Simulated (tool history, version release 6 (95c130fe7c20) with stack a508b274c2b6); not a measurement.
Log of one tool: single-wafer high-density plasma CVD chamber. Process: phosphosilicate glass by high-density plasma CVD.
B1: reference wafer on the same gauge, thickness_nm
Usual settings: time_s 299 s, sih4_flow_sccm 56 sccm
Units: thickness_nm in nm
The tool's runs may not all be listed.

Run 1, hour 0.0: usual settings; B1 1680.523. Result: thickness_nm 1599.597 nm.
Run 2, hour 19.8: usual settings; B1 1680.022. Result: thickness_nm 1599.410 nm.
Run 3, hour 38.6: usual settings; B1 1679.587. Result: thickness_nm 1600.714 nm.
Run 4, hour 71.0: usual settings; B1 1679.871. Result: thickness_nm 1591.162 nm.
Run 5, hour 87.0: usual settings but sih4_flow_sccm 59 sccm; B1 1679.446. Result: thickness_nm 1677.796 nm.
Run 6, hour 102.5: usual settings but sih4_flow_sccm 59 sccm; B1 1679.901. Result: thickness_nm 1678.589 nm.
Run 7, hour 131.5: usual settings; B1 1679.549. Result: thickness_nm 1590.391 nm.
Run 8, hour 144.4: usual settings but time_s 346 s, sih4_flow_sccm 60 sccm; B1 1680.600. Result: thickness_nm 1977.708 nm.
Run 9, hour 168.8: usual settings but sih4_flow_sccm 46 sccm; B1 1680.572. Result: thickness_nm 1308.769 nm.
At hour 195.0: gauge calibrated.
Run 10, hour 198.7: usual settings; B1 1680.671. Result: thickness_nm 1591.631 nm.
At hour 215.0: silane flow controller replaced.
Run 11, hour 221.8: usual settings but sih4_flow_sccm 52 sccm; B1 1679.858. Result: thickness_nm 1567.929 nm.
Run 12, hour 235.0: usual settings but time_s 281 s, sih4_flow_sccm 49 sccm; B1 1680.020. Result: thickness_nm 1392.538 nm.
Run 13, hour 253.8: usual settings; B1 1680.242. Result: thickness_nm 1688.522 nm.
Run 14, hour 287.2: usual settings but time_s 256 s, sih4_flow_sccm 46 sccm; B1 1680.234. Result: thickness_nm 1188.931 nm.
Run 15, hour 299.9: usual settings but time_s 319 s; B1 1679.799. Result: thickness_nm 1805.731 nm.

4 ways to go on from here, each from the tool as it stands after run 15. What would each give?
Run A, hour 300.4: usual settings; B1 ?. Result: thickness_nm ?.
Run B, hour 300.4: usual settings but time_s 348 s, sih4_flow_sccm 61 sccm; B1 ?. Result: thickness_nm ?.
Run C, hour 300.4: usual settings but time_s 282 s, sih4_flow_sccm 65 sccm; B1 ?. Result: thickness_nm ?.
Run D, hour 300.4: usual settings but time_s 329 s; B1 ?. Result: thickness_nm ?.

run        B1  thickness_nm
  A  1679.978      1688.946
  B  1679.978      2141.241
  C  1679.978      1848.923
  D  1679.978      1858.405
Without the tool's hidden state the same runs would have given:
run  thickness_nm
  A      1686.690
  B      2138.381
  C      1846.454
  D      1855.923

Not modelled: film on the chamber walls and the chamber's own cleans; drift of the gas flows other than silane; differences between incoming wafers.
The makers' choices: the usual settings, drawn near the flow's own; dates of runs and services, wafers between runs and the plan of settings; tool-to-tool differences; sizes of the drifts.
